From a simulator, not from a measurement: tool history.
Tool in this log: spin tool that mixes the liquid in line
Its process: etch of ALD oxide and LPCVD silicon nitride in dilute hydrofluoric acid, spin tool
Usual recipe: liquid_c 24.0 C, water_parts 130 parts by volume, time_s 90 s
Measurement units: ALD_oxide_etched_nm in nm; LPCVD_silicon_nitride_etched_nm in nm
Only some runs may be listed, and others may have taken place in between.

run   hour  liquid_c  water_parts  time_s  wafers since the last listed run  hours since the thermometer was replaced  hours since the hydrofluoric acid flow meter was replaced  hours since the gauge calibration  read-back film thickness of the ALD oxide reference wafer, read on the same gauge (nm)  read-back film thickness of the LPCVD silicon nitride reference wafer, read on the same gauge (nm)  ALD_oxide_etched_nm  LPCVD_silicon_nitride_etched_nm
  1    0.0      24.0          130      90                                 0                                    1501.6                                                     2167.5                              400.7                                                                                  130.05                                                                                             120.024                 7.60                            0.318
  2   26.9      24.0          130      90                               366                                    1528.5                                                     2194.4                              427.6                                                                                  129.98                                                                                             120.021                 7.71                            0.351
  3   57.5      24.0          130      90                               416                                    1559.1                                                     2225.0                              458.2                                                                                  129.96                                                                                             120.043                 7.70                            0.329
  4   89.3      24.0          130      90                               432                                    1590.9                                                     2256.8                              490.0                                                                                  130.02                                                                                             119.980                 7.60                            0.283
  5  120.3      22.5          130     130                               422                                    1621.9                                                     2287.8                              521.0                                                                                  129.96                                                                                             120.002                10.36                            0.460
  6  139.1      22.5          130     130                               255                                    1640.7                                                     2306.6                              539.8                                                                                  130.04                                                                                             120.070                10.45                            0.334
  7  165.9      22.5          130     130                               364                                    1667.5                                                     2333.4                              566.6                                                                                  130.03                                                                                             120.004                10.32                            0.469
  8  188.8      24.0          130      90                               311                                    1690.4                                                     2356.3                              589.5                                                                                  130.02                                                                                             119.961                 7.61                            0.304
  9  222.2      24.0          130      90                               454                                    1723.8                                                     2389.7                              622.9                                                                                  130.00                                                                                             120.043                 7.67                            0.312
     231.5  -- hydrofluoric acid flow meter replaced
 10  251.2      24.0          130      90                               381                                    1752.8                                                       19.7                              651.9                                                                                  129.98                                                                                             120.011                 7.56                            0.292
 11  267.0      24.0          130      90                               215                                    1768.6                                                       35.5                              667.7                                                                                  130.02                                                                                             120.033                 7.65                            0.286
 12  294.8      24.0          130      90                               378                                    1796.4                                                       63.3                              695.5                                                                                  130.02                                                                                             120.009                 7.54                            0.270
 13  309.2      22.0           75     120                               196                                    1810.8                                                       77.7                              709.9                                                                                  130.02                                                                                             119.987                17.21                            0.566
 14  336.2      24.0          130      90                               367                                    1837.8                                                      104.7                              736.9                                                                                  129.94                                                                                             120.052                 7.49                            0.292
 15  358.1      19.5          165      90                               298                                    1859.7                                                      126.6                              758.8                                                                                  129.98                                                                                             119.959                 4.76                            0.206
     374.4  -- thermometer replaced
 16  377.8      24.0          190      90                               254                                       3.4                                                      146.3                              778.5                                                                                  130.01                                                                                             119.955                 5.29                            0.217
     387.1  -- gauge calibrated
 17  408.6      24.0           70      90                               419                                      34.2                                                      177.1                               21.5                                                                                  129.99                                                                                             119.983                16.61                            0.760
 18  434.0      24.0          130     130                               345                                      59.6                                                      202.5                               46.9                                                                                  129.98                                                                                             120.023                11.87                            0.452
 19  457.6      21.5          165      75                               321                                      83.2                                                      226.1                               70.5                                                                                  129.94                                                                                             119.995                 4.77                            0.183
 20  490.0      26.5          130      90                               441                                     115.6                                                      258.5                              102.9                                                                                  129.99                                                                                             119.990                 8.96                            0.371

Expected results for the next run?
 21  506.7      28.5          175      90                               227                                     132.3                                                      275.2                              119.6                                                                                       ?                                                                                                   ?                    ?                                ?

read-back film thickness of the ALD oxide reference wafer, read on the same gauge (nm): 129.99
read-back film thickness of the LPCVD silicon nitride reference wafer, read on the same gauge (nm): 119.964
ALD_oxide_etched_nm: 6.77 nm
LPCVD_silicon_nitride_etched_nm: 0.281 nm
The same run, on a tool lacking any hidden state, would have yielded ALD_oxide_etched_nm 6.87 nm, LPCVD_silicon_nitride_etched_nm 0.288 nm.
